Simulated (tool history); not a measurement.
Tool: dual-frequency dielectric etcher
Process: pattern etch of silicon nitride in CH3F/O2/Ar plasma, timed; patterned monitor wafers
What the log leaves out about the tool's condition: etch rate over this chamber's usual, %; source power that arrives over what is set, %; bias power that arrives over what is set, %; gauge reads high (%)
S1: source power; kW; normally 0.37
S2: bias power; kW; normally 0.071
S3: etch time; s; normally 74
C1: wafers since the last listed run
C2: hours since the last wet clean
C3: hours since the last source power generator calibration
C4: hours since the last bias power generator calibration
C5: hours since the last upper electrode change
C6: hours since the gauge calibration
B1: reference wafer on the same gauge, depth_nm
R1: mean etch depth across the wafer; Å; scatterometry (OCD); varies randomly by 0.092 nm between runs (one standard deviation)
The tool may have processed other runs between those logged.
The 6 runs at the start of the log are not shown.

| run | hour | S1 | S2 | S3 | C1 | C2 | C3 | C4 | C5 | C6 | B1 | R1 |
|---|---|---|---|---|---|---|---|---|---|---|---|---|
| 7 | 300.6 | 0.37 | 0.071 | 74 | 554 | 103.2 | 2915.6 | 2522.1 | 2957.1 | 1592.2 | 58.8 | 477 |
| 8 | 377.6 | 0.37 | 0.071 | 74 | 940 | 180.2 | 2992.6 | 2599.1 | 3034.1 | 1669.2 | 58.8 | 476 |
| 9 | 433.5 | 0.37 | 0.071 | 74 | 682 | 236.1 | 3048.5 | 2655 | 3090 | 1725.1 | 58.8 | 477 |
|  | 449.6 | bias power generator calibrated |
| 10 | 470.6 | 0.37 | 0.08 | 74 | 404 | 273.2 | 3085.6 | 21 | 3127.1 | 1762.2 | 58.8 | 503 |
|  | 489.6 | source power generator calibrated |
| 11 | 518.4 | 0.37 | 0.071 | 74 | 535 | 321 | 28.8 | 68.8 | 3174.9 | 1810 | 58.8 | 490 |
|  | 553.4 | gauge calibrated |
| 12 | 582.2 | 0.37 | 0.071 | 74 | 779 | 384.8 | 92.6 | 132.6 | 3238.7 | 28.8 | 58.8 | 490 |
| 13 | 621.7 | 0.37 | 0.071 | 74 | 482 | 424.3 | 132.1 | 172.1 | 3278.2 | 68.3 | 58.8 | 491 |
|  | 697 | wet clean of the chamber |
| 14 | 697.5 | 0.37 | 0.071 | 74 | 632 | 0.5 | 207.9 | 247.9 | 3354 | 144.1 | 58.8 | 488 |
| 15 | 720 | 0.37 | 0.055 | 95.5 | 274 | 23 | 230.4 | 270.4 | 3376.5 | 166.6 | 58.8 | 585 |
| 16 | 748.4 | 0.4 | 0.082 | 83 | 346 | 51.4 | 258.8 | 298.8 | 3404.9 | 195 | 58.8 | 584 |
| 17 | 803.2 | 0.37 | 0.06 | 54.5 | 669 | 106.2 | 313.6 | 353.6 | 3459.7 | 249.8 | 58.8 | 342 |
| 18 | 859.1 | 0.37 | 0.064 | 92.5 | 682 | 162.1 | 369.5 | 409.5 | 3515.6 | 305.7 | 58.8 | 589 |
| 19 | 890.4 | 0.37 | 0.063 | 94 | 382 | 193.4 | 400.8 | 440.8 | 3546.9 | 337 | 58.8 | 595 |
|  | 917.6 | upper electrode replaced |
| 20 | 957.3 | 0.37 | 0.071 | 74 | 524 | 260.3 | 467.7 | 507.7 | 39.7 | 403.9 | 58.8 | 486 |
| 21 | 1024.2 | 0.37 | 0.071 | 74 | 817 | 327.2 | 534.6 | 574.6 | 106.6 | 470.8 | 58.8 | 484 |
| 22 | 1074.3 | 0.37 | 0.071 | 74 | 612 | 377.3 | 584.7 | 624.7 | 156.7 | 520.9 | 58.8 | 483 |
| 23 | 1131.3 | 0.34 | 0.071 | 66.5 | 696 | 434.3 | 641.7 | 681.7 | 213.7 | 577.9 | 58.8 | 424 |
|  | 1159.5 | wet clean of the chamber |
| 24 | 1192.4 | 0.37 | 0.071 | 66.5 | 453 | 32.9 | 702.8 | 742.8 | 274.8 | 639 | 58.8 | 435 |
| 25 | 1233.7 | 0.3 | 0.071 | 88 | 504 | 74.2 | 744.1 | 784.1 | 316.1 | 680.3 | 58.8 | 541 |
| 26 | 1278.9 | 0.44 | 0.061 | 74 | 552 | 119.4 | 789.3 | 829.3 | 361.3 | 725.5 | 58.8 | 488 |
| 27 | 1327.1 | 0.42 | 0.071 | 74 | 588 | 167.6 | 837.5 | 877.5 | 409.5 | 773.7 | 58.8 | 503 |
| 28 | 1352.3 | 0.37 | 0.071 | 74 | 307 | 192.8 | 862.7 | 902.7 | 434.7 | 798.9 | 58.8 | 481 |
| 29 | 1385.2 | 0.29 | 0.06 | 60.5 | 401 | 225.7 | 895.6 | 935.6 | 467.6 | 831.8 | 58.8 | 349 |
| 30 | 1420.8 | 0.3 | 0.071 | 74 | 434 | 261.3 | 931.2 | 971.2 | 503.2 | 867.4 | 58.8 | 453 |

Branching from run 30: 4 alternative next runs. What would each branch give?
| A | 1421.2 | 0.37 | 0.086 | 74 | 4 | 261.7 | 931.6 | 971.6 | 503.6 | 867.8 | ? | ? |
| B | 1421.2 | 0.34 | 0.06 | 84.5 | 4 | 261.7 | 931.6 | 971.6 | 503.6 | 867.8 | ? | ? |
| C | 1421.2 | 0.29 | 0.058 | 55.5 | 4 | 261.7 | 931.6 | 971.6 | 503.6 | 867.8 | ? | ? |
| D | 1421.2 | 0.32 | 0.063 | 89.5 | 4 | 261.7 | 931.6 | 971.6 | 503.6 | 867.8 | ? | ? |

| run | B1 | R1 |
|---|---|---|
| A | 58.8 | 511 |
| B | 58.8 | 511 |
| C | 58.8 | 317 |
| D | 58.8 | 538 |
The same runs, with their run-to-run variation unchanged, on a tool lacking any hidden condition would have given:
| run | R1 |
|---|---|
| A | 520 |
| B | 520 |
| C | 323 |
| D | 548 |

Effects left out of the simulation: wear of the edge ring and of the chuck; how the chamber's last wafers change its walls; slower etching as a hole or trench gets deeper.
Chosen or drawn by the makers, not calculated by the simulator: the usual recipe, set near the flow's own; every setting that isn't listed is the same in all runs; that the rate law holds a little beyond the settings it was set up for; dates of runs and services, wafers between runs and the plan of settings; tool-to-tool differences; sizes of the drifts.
